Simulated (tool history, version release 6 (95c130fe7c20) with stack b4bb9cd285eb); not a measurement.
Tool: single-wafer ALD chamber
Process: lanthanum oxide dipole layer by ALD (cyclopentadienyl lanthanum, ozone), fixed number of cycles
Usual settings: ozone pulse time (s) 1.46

| run | hour | ozone pulse time (s) | wafers since the last listed run | hours since the last thermocouple change | hours since the last ozone generator service | hours since the showerhead was replaced | hours since the gauge calibration | read-back reference wafer on the same gauge, thickness_nm | mean film thickness on the monitor wafer (angstrom) |
|---|---|---|---|---|---|---|---|---|---|
| 1 | 0 | 1.46 | 0 | 2646.4 | 536.5 | 4626.5 | 39.5 | 0.529 | 5.83 |
| 2 | 26.4 | 1.46 | 315 | 2672.8 | 562.9 | 4652.9 | 65.9 | 0.529 | 5.84 |
| 3 | 61 | 1.46 | 413 | 2707.4 | 597.5 | 4687.5 | 100.5 | 0.529 | 5.79 |
|  | 121.2 | thermocouple changed; heater temperature recalibrated |
| 4 | 131 | 1.46 | 740 | 9.8 | 667.5 | 4757.5 | 170.5 | 0.529 | 5.75 |
|  | 142.3 | ozone generator serviced |
|  | 154 | showerhead replaced |
| 5 | 159.1 | 1.46 | 144 | 37.9 | 16.8 | 5.1 | 198.6 | 0.529 | 5.94 |
| 6 | 175.9 | 1.46 | 200 | 54.7 | 33.6 | 21.9 | 215.4 | 0.529 | 5.89 |
|  | 178.2 | gauge calibrated |
| 7 | 190.6 | 1.34 | 175 | 69.4 | 48.3 | 36.6 | 12.4 | 0.529 | 5.85 |
| 8 | 205.7 | 1.89 | 180 | 84.5 | 63.4 | 51.7 | 27.5 | 0.529 | 6.06 |
| 9 | 221.6 | 2.01 | 189 | 100.4 | 79.3 | 67.6 | 43.4 | 0.529 | 6.11 |
| 10 | 248.4 | 1.46 | 320 | 127.2 | 106.1 | 94.4 | 70.2 | 0.529 | 5.91 |
| 11 | 280.7 | 1.46 | 385 | 159.5 | 138.4 | 126.7 | 102.5 | 0.529 | 5.88 |
| 12 | 314 | 1.85 | 397 | 192.8 | 171.7 | 160 | 135.8 | 0.529 | 6.07 |
| 13 | 331.9 | 1.46 | 213 | 210.7 | 189.6 | 177.9 | 153.7 | 0.529 | 5.91 |
| 14 | 347 | 1.01 | 180 | 225.8 | 204.7 | 193 | 168.8 | 0.529 | 5.55 |

Forecast run 15:
| 15 | 370 | 1.13 | 274 | 248.8 | 227.7 | 216 | 191.8 | ? | ? |

{"run 15": {"read-back reference wafer on the same gauge, thickness_nm": 0.529, "mean film thickness on the monitor wafer (angstrom)": 5.69}}
Without the tool's hidden state the same run would have given mean film thickness on the monitor wafer (angstrom) 5.75.
